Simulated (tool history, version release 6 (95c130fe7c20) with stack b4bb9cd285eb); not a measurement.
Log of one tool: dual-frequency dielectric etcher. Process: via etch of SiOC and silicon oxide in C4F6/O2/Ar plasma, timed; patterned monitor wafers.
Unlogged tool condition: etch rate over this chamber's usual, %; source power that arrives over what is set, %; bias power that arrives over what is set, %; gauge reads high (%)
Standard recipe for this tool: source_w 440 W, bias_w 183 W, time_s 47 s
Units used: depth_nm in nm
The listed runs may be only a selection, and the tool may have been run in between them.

| run | day | source_w | bias_w | time_s | wafers since the last listed run | hours since the last wet clean | hours since the last source power generator calibration | hours since the last bias power generator calibration | hours since the last upper electrode change | hours since the gauge calibration | read-back reference wafer on the same gauge, depth_nm | depth_nm |
|---|---|---|---|---|---|---|---|---|---|---|---|---|
| 1 | 0 | 440 | 183 | 52.5 | 0 | 342.8 | 3233.1 | 2110.6 | 5086.7 | 186.8 | 44.1 | 58.3 |
|  | 1.612 | wet clean of the chamber |
| 2 | 1.633 | 440 | 183 | 52.5 | 220 | 0.5 | 3272.3 | 2149.8 | 5125.9 | 226 | 44.2 | 56.6 |
| 3 | 4.183 | 440 | 183 | 52.5 | 887 | 61.7 | 3333.5 | 2211 | 5187.1 | 287.2 | 44 | 57 |
| 4 | 6.912 | 440 | 183 | 47 | 950 | 127.2 | 3399 | 2276.5 | 5252.6 | 352.7 | 44 | 51.6 |
|  | 8.179 | source power generator calibrated |
| 5 | 9.412 | 440 | 183 | 47 | 812 | 187.2 | 29.6 | 2336.5 | 5312.6 | 412.7 | 44.1 | 51.6 |
| 6 | 11.467 | 440 | 183 | 47 | 715 | 236.5 | 78.9 | 2385.8 | 5361.9 | 462 | 44 | 52.4 |
|  | 12.312 | gauge calibrated |
|  | 13.671 | upper electrode replaced |
| 7 | 13.692 | 440 | 183 | 47 | 426 | 289.9 | 132.3 | 2439.2 | 0.5 | 33.1 | 44.1 | 52.6 |
|  | 14.429 | bias power generator calibrated |
| 8 | 14.862 | 370 | 183 | 47 | 349 | 318 | 160.4 | 10.4 | 28.6 | 61.2 | 44.1 | 50 |
| 9 | 17.333 | 360 | 154 | 58.5 | 860 | 377.3 | 219.7 | 69.7 | 87.9 | 120.5 | 44.1 | 58.3 |
|  | 18.729 | wet clean of the chamber |
| 10 | 20.175 | 360 | 154 | 58.5 | 641 | 34.7 | 287.9 | 137.9 | 156.1 | 188.7 | 44.1 | 56.4 |
| 11 | 22.521 | 440 | 183 | 55.5 | 816 | 91 | 344.2 | 194.2 | 212.4 | 245 | 44.1 | 59.8 |
| 12 | 23.558 | 330 | 200 | 47 | 361 | 115.9 | 369.1 | 219.1 | 237.3 | 269.9 | 44.1 | 48.3 |
| 13 | 25.796 | 510 | 199 | 56.5 | 778 | 169.6 | 422.8 | 272.8 | 291 | 323.6 | 44.1 | 66.7 |
| 14 | 27 | 440 | 183 | 47 | 419 | 198.5 | 451.7 | 301.7 | 319.9 | 352.5 | 44.2 | 51.8 |

Consider 5 possible next runs. They are alternatives, not a sequence: every one starts from the tool as it was left by run 14. What does each give?
| A | 27.017 | 440 | 183 | 47 | 5 | 198.9 | 452.1 | 302.1 | 320.3 | 352.9 | ? | ? |
| B | 27.017 | 410 | 183 | 47 | 5 | 198.9 | 452.1 | 302.1 | 320.3 | 352.9 | ? | ? |
| C | 27.017 | 440 | 154 | 47 | 5 | 198.9 | 452.1 | 302.1 | 320.3 | 352.9 | ? | ? |
| D | 27.017 | 410 | 199 | 47 | 5 | 198.9 | 452.1 | 302.1 | 320.3 | 352.9 | ? | ? |
| E | 27.017 | 390 | 183 | 47 | 5 | 198.9 | 452.1 | 302.1 | 320.3 | 352.9 | ? | ? |

| run | read-back reference wafer on the same gauge, depth_nm | depth_nm |
|---|---|---|
| A | 44.1 | 51.4 |
| B | 44.1 | 50.2 |
| C | 44.1 | 48.7 |
| D | 44.1 | 51.6 |
| E | 44.1 | 49.4 |
Stripped of hidden state, with their random variation kept, the same runs would have yielded:
| run | depth_nm |
|---|---|
| A | 50.1 |
| B | 49 |
| C | 47.5 |
| D | 50.3 |
| E | 48.2 |
